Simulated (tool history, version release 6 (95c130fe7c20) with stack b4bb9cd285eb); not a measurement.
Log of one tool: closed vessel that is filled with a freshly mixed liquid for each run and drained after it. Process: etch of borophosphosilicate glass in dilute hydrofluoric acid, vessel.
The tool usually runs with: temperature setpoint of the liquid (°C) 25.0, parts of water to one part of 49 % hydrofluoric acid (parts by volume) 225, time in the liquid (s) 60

| run | day | temperature setpoint of the liquid (°C) | parts of water to one part of 49 % hydrofluoric acid (parts by volume) | time in the liquid (s) | read-back film thickness of the borophosphosilicate glass reference wafer, read on the same gauge (nm) | thickness taken off the borophosphosilicate glass on a monitor wafer (nm) |
|---|---|---|---|---|---|---|
| 1 | 0.000 | 23.0 | 225 | 60 | 59.99 | 13.06 |
|  | 1.921 | hydrofluoric acid flow meter replaced |
| 2 | 2.042 | 25.0 | 225 | 50 | 60.01 | 12.97 |
|  | 3.696 | gauge calibrated |
| 3 | 4.962 | 25.0 | 225 | 50 | 60.01 | 12.72 |
| 4 | 7.954 | 25.0 | 225 | 50 | 60.01 | 12.65 |
| 5 | 9.596 | 25.0 | 225 | 60 | 60.00 | 15.26 |
| 6 | 12.296 | 25.0 | 225 | 60 | 60.00 | 15.01 |
| 7 | 13.479 | 25.0 | 225 | 60 | 60.01 | 14.86 |
| 8 | 16.062 | 25.0 | 225 | 60 | 60.00 | 14.85 |
| 9 | 18.754 | 25.0 | 225 | 60 | 60.01 | 14.87 |
| 10 | 20.838 | 25.0 | 225 | 60 | 60.00 | 14.58 |
| 11 | 23.012 | 25.0 | 225 | 45 | 60.01 | 10.80 |
| 12 | 25.075 | 25.0 | 225 | 60 | 60.01 | 14.23 |
|  | 25.188 | gauge calibrated |
| 13 | 26.242 | 25.0 | 225 | 60 | 60.01 | 14.16 |
|  | 26.992 | thermometer replaced |
| 14 | 28.062 | 29.0 | 225 | 50 | 60.00 | 13.36 |
|  | 30.192 | hydrofluoric acid flow meter replaced |
| 15 | 30.612 | 22.5 | 325 | 60 | 60.01 | 9.16 |
| 16 | 33.288 | 25.0 | 165 | 60 | 60.00 | 22.46 |

Run 17 has not been measured yet. What should we expect?
| 17 | 35.308 | 30.0 | 160 | 60 | ? | ? |

{"run 17": {"read-back film thickness of the borophosphosilicate glass reference wafer, read on the same gauge (nm)": 59.98, "thickness taken off the borophosphosilicate glass on a monitor wafer (nm)": 28.03}}
On a tool with no hidden condition, and with the same random variation, this run would have come out at thickness taken off the borophosphosilicate glass on a monitor wafer (nm) 28.79.
